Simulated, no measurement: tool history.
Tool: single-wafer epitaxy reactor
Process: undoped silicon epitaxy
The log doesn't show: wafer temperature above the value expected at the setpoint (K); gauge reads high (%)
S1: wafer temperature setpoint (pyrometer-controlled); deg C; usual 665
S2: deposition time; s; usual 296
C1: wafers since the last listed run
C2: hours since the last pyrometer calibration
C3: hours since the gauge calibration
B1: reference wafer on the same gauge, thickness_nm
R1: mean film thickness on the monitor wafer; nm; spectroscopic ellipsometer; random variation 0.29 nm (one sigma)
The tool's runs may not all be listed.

| run | hour | S1 | S2 | C1 | C2 | C3 | B1 | R1 |
|---|---|---|---|---|---|---|---|---|
| 1 | 0.0 | 665 | 296 | 0 | 1150.1 | 386.6 | 78.723 | 76.884 |
| 2 | 34.9 | 665 | 296 | 197 | 1185.0 | 421.5 | 78.616 | 77.460 |
| 3 | 66.1 | 665 | 296 | 176 | 1216.2 | 452.7 | 78.638 | 78.068 |
| 4 | 168.6 | 675 | 277 | 580 | 1318.7 | 555.2 | 78.655 | 88.453 |
| 5 | 183.3 | 675 | 277 | 83 | 1333.4 | 569.9 | 78.497 | 89.045 |
| 6 | 218.1 | 675 | 277 | 197 | 1368.2 | 604.7 | 78.642 | 89.191 |
| 7 | 240.4 | 665 | 263 | 126 | 1390.5 | 627.0 | 78.524 | 70.616 |
| 8 | 254.7 | 665 | 263 | 81 | 1404.8 | 641.3 | 78.596 | 71.420 |
| 9 | 290.6 | 665 | 263 | 203 | 1440.7 | 677.2 | 78.572 | 71.273 |
| 10 | 308.0 | 665 | 316 | 98 | 1458.1 | 694.6 | 78.491 | 85.740 |
| 11 | 342.8 | 674 | 296 | 197 | 1492.9 | 729.4 | 78.634 | 95.549 |
| 12 | 360.0 | 665 | 296 | 97 | 1510.1 | 746.6 | 78.691 | 80.649 |
|  | 372.7 | pyrometer calibrated |
|  | 372.8 | gauge calibrated |
| 13 | 394.9 | 665 | 296 | 152 | 22.2 | 22.1 | 78.714 | 72.702 |
| 14 | 411.9 | 665 | 296 | 96 | 39.2 | 39.1 | 78.721 | 72.417 |
| 15 | 437.6 | 665 | 353 | 145 | 64.9 | 64.8 | 78.642 | 86.909 |
| 16 | 455.1 | 674 | 267 | 99 | 82.4 | 82.3 | 78.579 | 76.352 |
| 17 | 467.4 | 657 | 335 | 69 | 94.7 | 94.6 | 78.591 | 70.338 |
| 18 | 490.7 | 675 | 273 | 132 | 118.0 | 117.9 | 78.664 | 80.893 |
| 19 | 510.9 | 674 | 296 | 114 | 138.2 | 138.1 | 78.529 | 85.477 |
| 20 | 528.5 | 659 | 315 | 99 | 155.8 | 155.7 | 78.595 | 68.708 |
| 21 | 563.8 | 671 | 336 | 199 | 191.1 | 191.0 | 78.584 | 91.763 |
| 22 | 597.0 | 665 | 278 | 188 | 224.3 | 224.2 | 78.523 | 68.100 |
| 23 | 630.7 | 651 | 245 | 190 | 258.0 | 257.9 | 78.633 | 46.251 |
| 24 | 653.9 | 665 | 316 | 131 | 281.2 | 281.1 | 78.753 | 77.793 |
| 25 | 680.6 | 679 | 347 | 151 | 307.9 | 307.8 | 78.574 | 110.024 |
| 26 | 759.1 | 674 | 267 | 444 | 386.4 | 386.3 | 78.513 | 77.594 |

Hidden state at the last listed run before each entry between runs and at the first one after, where it differs:
Between runs 12 and 13: pyrometer calibrated (hour 372.7); gauge calibrated (hour 372.8)
  wafer temperature above the value expected at the setpoint (K): 5.95 -> -0.311
  measured less the result without the state, R1: +8.392 -> -0.421 nm
